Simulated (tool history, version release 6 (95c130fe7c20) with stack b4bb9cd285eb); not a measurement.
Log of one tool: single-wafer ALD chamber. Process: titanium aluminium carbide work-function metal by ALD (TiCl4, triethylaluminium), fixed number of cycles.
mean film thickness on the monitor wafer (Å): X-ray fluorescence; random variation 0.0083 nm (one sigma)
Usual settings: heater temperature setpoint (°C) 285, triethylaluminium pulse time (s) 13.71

run	hour	heater temperature setpoint (°C)	triethylaluminium pulse time (s)	read-back reference wafer on the same gauge, thickness_nm	mean film thickness on the monitor wafer (Å)
1	0.0	294	13.71	2.121	20.98
2	46.1	294	13.71	2.120	21.14
3	116.5	294	13.71	2.119	21.00
4	165.2	285	13.71	2.120	20.25
5	211.7	285	12.56	2.121	20.08
6	279.8	276	17.94	2.119	19.65
7	349.6	276	17.94	2.119	19.76
8	409.1	285	13.71	2.118	20.20
9	460.2	276	13.71	2.118	19.51
10	496.0	285	11.50	2.119	19.75
11	599.3	285	11.50	2.122	19.57
# hour 630.2: showerhead replaced
12	637.1	285	13.71	2.119	19.88
13	708.0	285	13.71	2.120	19.86
14	733.4	285	13.71	2.121	19.91
# hour 743.5: triethylaluminium bottle replaced
15	760.9	285	13.71	2.119	20.36
16	794.7	285	13.71	2.121	20.42
# hour 835.8: thermocouple changed; heater temperature recalibrated
17	864.9	294	13.71	2.119	21.07
18	927.2	281	15.89	2.119	20.31
19	991.2	296	16.36	2.118	21.48
20	1019.1	294	13.71	2.119	21.16
# hour 1028.6: gauge calibrated
21	1084.2	300	13.71	2.120	21.81
22	1138.1	285	13.71	2.118	20.40
23	1162.8	298	11.50	2.121	21.24
24	1231.8	285	18.22	2.120	20.55
25	1279.7	277	10.08	2.119	19.59
26	1308.3	296	8.68	2.119	20.81
27	1349.9	289	13.71	2.120	20.70
28	1417.4	290	17.50	2.118	20.94
29	1457.9	285	13.71	2.122	20.33
30	1494.4	285	15.41	2.120	20.63
31	1540.5	285	13.71	2.119	20.41
32	1755.1	281	16.97	2.120	20.17

Some steps in mean film thickness on the monitor wafer (Å) between neighbouring runs. How much of each would the tool show without its hidden state too (settings, what came in, random variation), and how much is left for the hidden state, with any gauge scatter that isn't in both results?
The hidden state here: wafer temperature above the value expected at the setpoint (K); triethylaluminium dose above that of a fresh bottle (%); gauge reads high (%).
Run 7 -> 8: heater temperature setpoint (°C) 276 -> 285, triethylaluminium pulse time (s) 17.94 -> 13.71. mean film thickness on the monitor wafer (Å) +0.44: hidden state -0.20, all else +0.64.
Run 9 -> 10: heater temperature setpoint (°C) 276 -> 285, triethylaluminium pulse time (s) 13.71 -> 11.50. mean film thickness on the monitor wafer (Å) +0.24: hidden state -0.20, all else +0.44.
Run 14 -> 15: triethylaluminium bottle replaced. mean film thickness on the monitor wafer (Å) +0.45: hidden state +0.61, all else -0.16.
Run 18 -> 19: heater temperature setpoint (°C) 281 -> 296, triethylaluminium pulse time (s) 15.89 -> 16.36. mean film thickness on the monitor wafer (Å) +1.17: hidden state +0.00, all else +1.17.
Run 21 -> 22: heater temperature setpoint (°C) 300 -> 285. mean film thickness on the monitor wafer (Å) -1.41: hidden state -0.01, all else -1.40.
Run 25 -> 26: heater temperature setpoint (°C) 277 -> 296, triethylaluminium pulse time (s) 10.08 -> 8.68. mean film thickness on the monitor wafer (Å) +1.22: hidden state -0.05, all else +1.27.
